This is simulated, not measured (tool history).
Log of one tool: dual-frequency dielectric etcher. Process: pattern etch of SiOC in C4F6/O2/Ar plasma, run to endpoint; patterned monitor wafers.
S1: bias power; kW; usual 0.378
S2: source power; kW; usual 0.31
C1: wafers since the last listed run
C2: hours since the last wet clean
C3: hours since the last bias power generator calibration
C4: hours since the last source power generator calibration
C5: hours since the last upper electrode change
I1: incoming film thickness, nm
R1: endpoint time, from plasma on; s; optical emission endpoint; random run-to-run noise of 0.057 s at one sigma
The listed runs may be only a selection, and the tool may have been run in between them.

run	day	S1	S2	C1	C2	C3	C4	C5	I1	R1
1	0	0.422	0.31	0	231.5	4499.1	1900.8	3387.6	26.04	9.6
2	1.233	0.422	0.31	333	261.1	4528.7	1930.4	3417.2	25.84	9.4
3	1.829	0.378	0.31	161	275.4	4543	1944.7	3431.5	25.9	10.1
4	2.779	0.378	0.31	257	298.2	4565.8	1967.5	3454.3	26.29	10.2
5	3.392	0.33	0.31	165	312.9	4580.5	1982.2	3469	25.82	10.6
6	4.446	0.33	0.31	285	338.2	4605.8	2007.5	3494.3	25.99	10.8
7	5.617	0.33	0.31	316	366.3	4633.9	2035.6	3522.4	25.92	10.7
# day 6.883: wet clean of the chamber
8	7.117	0.378	0.31	135	5.6	4669.9	2071.6	3558.4	26.03	10
# day 8.008: bias power generator calibrated
9	8.029	0.378	0.31	201	27.5	0.5	2093.5	3580.3	25.95	10.1
# day 9.996: upper electrode replaced
10	10.017	0.353	0.35	267	75.2	48.2	2141.2	0.5	26	9.9
11	10.029	0.378	0.24	3	75.5	48.5	2141.5	0.8	26.01	11.2
12	13.596	0.321	0.24	965	161.1	134.1	2227.1	86.4	25.84	12
13	14.171	0.344	0.25	155	174.9	147.9	2240.9	100.2	25.92	11.5
14	15.562	0.378	0.31	376	208.3	181.3	2274.3	133.6	26.09	10
# day 15.908: source power generator calibrated
15	16.562	0.378	0.31	225	232.3	205.3	15.7	157.6	25.96	10.1
16	18.029	0.445	0.31	396	267.5	240.5	50.9	192.8	26.26	9.4
17	19.192	0.301	0.36	314	295.4	268.4	78.8	220.7	25.88	10.5
18	20.162	0.426	0.35	262	318.7	291.7	102.1	244	25.95	9.1
# day 21.883: wet clean of the chamber
19	21.904	0.378	0.31	200	0.5	333.5	143.9	285.8	26.1	10.1

Consider 3 possible next runs. They are alternatives, not a sequence: every one starts from the tool as it was left by run 19. What does each give?
A	21.921	0.378	0.31	4	0.9	333.9	144.3	286.2	25.66	?
B	21.921	0.331	0.34	4	0.9	333.9	144.3	286.2	25.66	?
C	21.921	0.458	0.28	4	0.9	333.9	144.3	286.2	25.66	?

run	R1
A	9.9
B	10.1
C	9.5
With the hidden condition removed and each run's random variation left untouched, the same runs would have given:
run	R1
A	9.9
B	10.1
C	9.5
